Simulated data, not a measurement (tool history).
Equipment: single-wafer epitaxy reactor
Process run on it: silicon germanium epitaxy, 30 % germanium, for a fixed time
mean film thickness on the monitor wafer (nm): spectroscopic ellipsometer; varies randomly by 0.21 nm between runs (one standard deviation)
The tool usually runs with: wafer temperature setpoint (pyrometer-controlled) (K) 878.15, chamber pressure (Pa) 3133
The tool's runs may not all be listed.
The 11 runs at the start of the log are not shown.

run,day,wafer temperature setpoint (pyrometer-controlled) (K),chamber pressure (Pa),wafers since the last listed run,hours since the last pyrometer calibration,hours since the last manometer calibration,hours since the showerhead was replaced,hours since the gauge calibration,"read-back reference wafer on the same gauge, thickness_nm",mean film thickness on the monitor wafer (nm)
12,10.900,878.15,3133,474,1408.5,1093.7,7225.1,725.8,61.933,69.343
13,11.975,887.15,3133,558,1434.3,1119.5,7250.9,751.6,61.907,83.124
14,12.967,887.15,3133,515,1458.1,1143.3,7274.7,775.4,61.907,83.244
15,14.254,878.15,3133,669,1489.0,1174.2,7305.6,806.3,61.900,69.089
16,15.392,878.15,3133,591,1516.3,1201.5,7332.9,833.6,61.906,68.946
# day 16.221: pyrometer calibrated
17,16.342,867.15,2933,320,2.9,1224.3,7355.7,856.4,61.882,53.968
# day 18.054: gauge calibrated
18,19.833,878.15,3866,1815,86.7,1308.1,7439.5,42.7,61.902,73.468
19,20.367,878.15,3866,277,99.5,1320.9,7452.3,55.5,61.943,73.644
20,21.579,885.15,3440,630,128.6,1350.0,7481.4,84.6,61.901,82.235
21,22.542,866.15,3493,500,151.7,1373.1,7504.5,107.7,61.881,55.498
22,23.858,878.15,3133,684,183.3,1404.7,7536.1,139.3,61.903,69.060
23,25.208,892.15,3666,701,215.7,1437.1,7568.5,171.7,61.890,96.454
# day 25.662: showerhead replaced
24,26.296,885.15,3546,392,241.8,1463.2,15.2,197.8,61.877,82.847
# day 28.404: capacitance manometer re-zeroed and calibrated
25,30.288,873.15,3693,1901,337.6,45.2,111.0,293.6,61.888,65.335
26,31.679,878.15,3133,723,371.0,78.6,144.4,327.0,61.877,69.081
27,32.883,870.15,2693,625,399.9,107.5,173.3,355.9,61.858,56.148
28,34.212,869.15,2826,690,431.8,139.4,205.2,387.8,61.889,55.452
29,35.446,884.15,3640,641,461.4,169.0,234.8,417.4,61.929,81.678
30,36.383,878.15,3133,487,483.9,191.5,257.3,439.9,61.923,69.180
31,37.171,892.15,3680,409,502.8,210.4,276.2,458.8,61.902,96.126
32,37.846,867.15,2573,350,519.0,226.6,292.4,475.0,61.940,51.760
33,38.688,878.15,2413,437,539.2,246.8,312.6,495.2,61.907,64.205

Forecast each of these 3 alternatives for the next run:
A,38.704,878.15,3133,8,539.6,247.2,313.0,495.6,?,?
B,38.704,868.15,2786,8,539.6,247.2,313.0,495.6,?,?
C,38.704,888.15,3333,8,539.6,247.2,313.0,495.6,?,?

run,"read-back reference wafer on the same gauge, thickness_nm",mean film thickness on the monitor wafer (nm)
A,61.898,69.188
B,61.898,54.229
C,61.898,86.397
With the hidden condition removed and each run's random variation left untouched, the same runs would have given:
run,mean film thickness on the monitor wafer (nm)
A,69.188
B,54.229
C,86.397

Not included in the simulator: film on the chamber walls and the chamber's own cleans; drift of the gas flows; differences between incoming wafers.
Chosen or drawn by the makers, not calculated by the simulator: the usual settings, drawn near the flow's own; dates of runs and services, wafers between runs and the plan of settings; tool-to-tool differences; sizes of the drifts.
